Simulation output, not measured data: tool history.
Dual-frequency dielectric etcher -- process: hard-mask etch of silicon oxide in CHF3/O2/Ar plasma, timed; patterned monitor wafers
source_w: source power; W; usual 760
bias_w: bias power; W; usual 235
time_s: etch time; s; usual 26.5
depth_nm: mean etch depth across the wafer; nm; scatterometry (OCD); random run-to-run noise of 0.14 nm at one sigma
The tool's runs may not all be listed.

run    hour  source_w  bias_w  time_s  wafers since the last listed run  hours since the last wet clean  hours since the last source power generator calibration  hours since the last bias power generator calibration  hours since the last upper electrode change  hours since the gauge calibration  read-back reference wafer on the same gauge, depth_nm  depth_nm
  1     0.0       760     235    26.5                                 0                           144.3                                                   2837.9                                                  681.4                                       5661.5                              579.3                                                   70.6      63.8
  2   104.7       760     235    26.5                              1314                           249.0                                                   2942.6                                                  786.1                                       5766.2                              684.0                                                   70.6      63.6
  3   340.7       760     257    29.0                              2963                           485.0                                                   3178.6                                                 1022.1                                       6002.2                              920.0                                                   70.6      71.4
  4   423.4       760     257    29.0                              1038                           567.7                                                   3261.3                                                 1104.8                                       6084.9                             1002.7                                                   70.6      71.2
      458.6  -- wet clean of the chamber
  5   472.6       760     257    29.0                               316                            14.0                                                   3310.5                                                 1154.0                                       6134.1                             1051.9                                                   70.6      71.5
      633.2  -- upper electrode replaced
  6   633.7       760     235    26.5                              1721                           175.1                                                   3471.6                                                 1315.1                                          0.5                             1213.0                                                   70.6      64.3
  7   698.0       760     235    26.5                               807                           239.4                                                   3535.9                                                 1379.4                                         64.8                             1277.3                                                   70.6      64.3
  8   758.5       760     235    30.5                               759                           299.9                                                   3596.4                                                 1439.9                                        125.3                             1337.8                                                   70.6      73.9
  9   825.0       760     235    30.5                               835                           366.4                                                   3662.9                                                 1506.4                                        191.8                             1404.3                                                   70.6      74.0
 10   879.8       760     235    30.5                               688                           421.2                                                   3717.7                                                 1561.2                                        246.6                             1459.1                                                   70.6      74.1
 11   956.3       760     235    32.0                               960                           497.7                                                   3794.2                                                 1637.7                                        323.1                             1535.6                                                   70.6      78.0
 12  1002.2       760     235    32.0                               576                           543.6                                                   3840.1                                                 1683.6                                        369.0                             1581.5                                                   70.6      78.1
 13  1039.2       760     235    32.0                               464                           580.6                                                   3877.1                                                 1720.6                                        406.0                             1618.5                                                   70.6      78.0
     1095.9  -- wet clean of the chamber
     1096.6  -- bias power generator calibrated
 14  1097.1       760     193    26.5                               416                             1.2                                                   3935.0                                                    0.5                                        463.9                             1676.4                                                   70.6      62.6
 15  1120.7       820     283    26.5                               296                            24.8                                                   3958.6                                                   24.1                                        487.5                             1700.0                                                   70.6      69.3
 16  1194.0       760     215    30.0                               920                            98.1                                                   4031.9                                                   97.4                                        560.8                             1773.3                                                   70.6      72.2
 17  1291.4       640     187    26.5                              1223                           195.5                                                   4129.3                                                  194.8                                        658.2                             1870.7                                                   70.6      57.5
 18  1357.8       760     235    26.5                               833                           261.9                                                   4195.7                                                  261.2                                        724.6                             1937.1                                                   70.6      64.7
     1381.9  -- source power generator calibrated
 19  1426.6       760     235    26.5                               813                           330.7                                                     44.7                                                  330.0                                        793.4                             2005.9                                                   70.6      62.9
 20  1481.1       760     184    20.5                               684                           385.2                                                     99.2                                                  384.5                                        847.9                             2060.4                                                   70.6      46.9
 21  1567.0       760     252    26.5                              1078                           471.1                                                    185.1                                                  470.4                                        933.8                             2146.3                                                   70.6      63.6
     1615.4  -- gauge calibrated
 22  1624.7       870     213    20.0                               724                           528.8                                                    242.8                                                  528.1                                        991.5                                9.3                                                   70.6      49.8
 23  1724.4       760     260    26.5                              1252                           628.5                                                    342.5                                                  627.8                                       1091.2                              109.0                                                   70.6      64.2
     1767.9  -- wet clean of the chamber
 24  1781.8       760     235    26.5                               419                            13.9                                                    399.9                                                  685.2                                       1148.6                              166.4                                                   70.6      63.1
 25  1869.6       600     235    26.5                              1102                           101.7                                                    487.7                                                  773.0                                       1236.4                              254.2                                                   70.6      56.6
 26  1952.5       760     235    21.5                              1041                           184.6                                                    570.6                                                  855.9                                       1319.3                              337.1                                                   70.6      51.4
 27  2030.9       900     220    26.5                               984                           263.0                                                    649.0                                                  934.3                                       1397.7                              415.5                                                   70.6      67.2
 28  2122.5       670     235    26.5                              1150                           354.6                                                    740.6                                                 1025.9                                       1489.3                              507.1                                                   70.6      59.6
 29  2192.3       930     270    22.5                               876                           424.4                                                    810.4                                                 1095.7                                       1559.1                              576.9                                                   70.6      60.2
 30  2277.3       760     235    26.5                              1067                           509.4                                                    895.4                                                 1180.7                                       1644.1                              661.9                                                   70.6      63.0

Consider 4 possible next runs. They are alternatives, not a sequence: every one starts from the tool as it was left by run 30. What does each give?
  A  2277.7       760     235    31.0                                 5                           509.8                                                    895.8                                                 1181.1                                       1644.5                              662.3                                                      ?         ?
  B  2277.7       760     194    26.5                                 5                           509.8                                                    895.8                                                 1181.1                                       1644.5                              662.3                                                      ?         ?
  C  2277.7       760     253    26.5                                 5                           509.8                                                    895.8                                                 1181.1                                       1644.5                              662.3                                                      ?         ?
  D  2277.7       760     235    34.5                                 5                           509.8                                                    895.8                                                 1181.1                                       1644.5                              662.3                                                      ?         ?

run  read-back reference wafer on the same gauge, depth_nm  depth_nm
  A                                                   70.6      74.0
  B                                                   70.6      61.3
  C                                                   70.6      64.1
  D                                                   70.6      82.4
Stripped of hidden state, with their random variation kept, the same runs would have yielded:
run  depth_nm
  A      74.0
  B      61.3
  C      64.1
  D      82.3

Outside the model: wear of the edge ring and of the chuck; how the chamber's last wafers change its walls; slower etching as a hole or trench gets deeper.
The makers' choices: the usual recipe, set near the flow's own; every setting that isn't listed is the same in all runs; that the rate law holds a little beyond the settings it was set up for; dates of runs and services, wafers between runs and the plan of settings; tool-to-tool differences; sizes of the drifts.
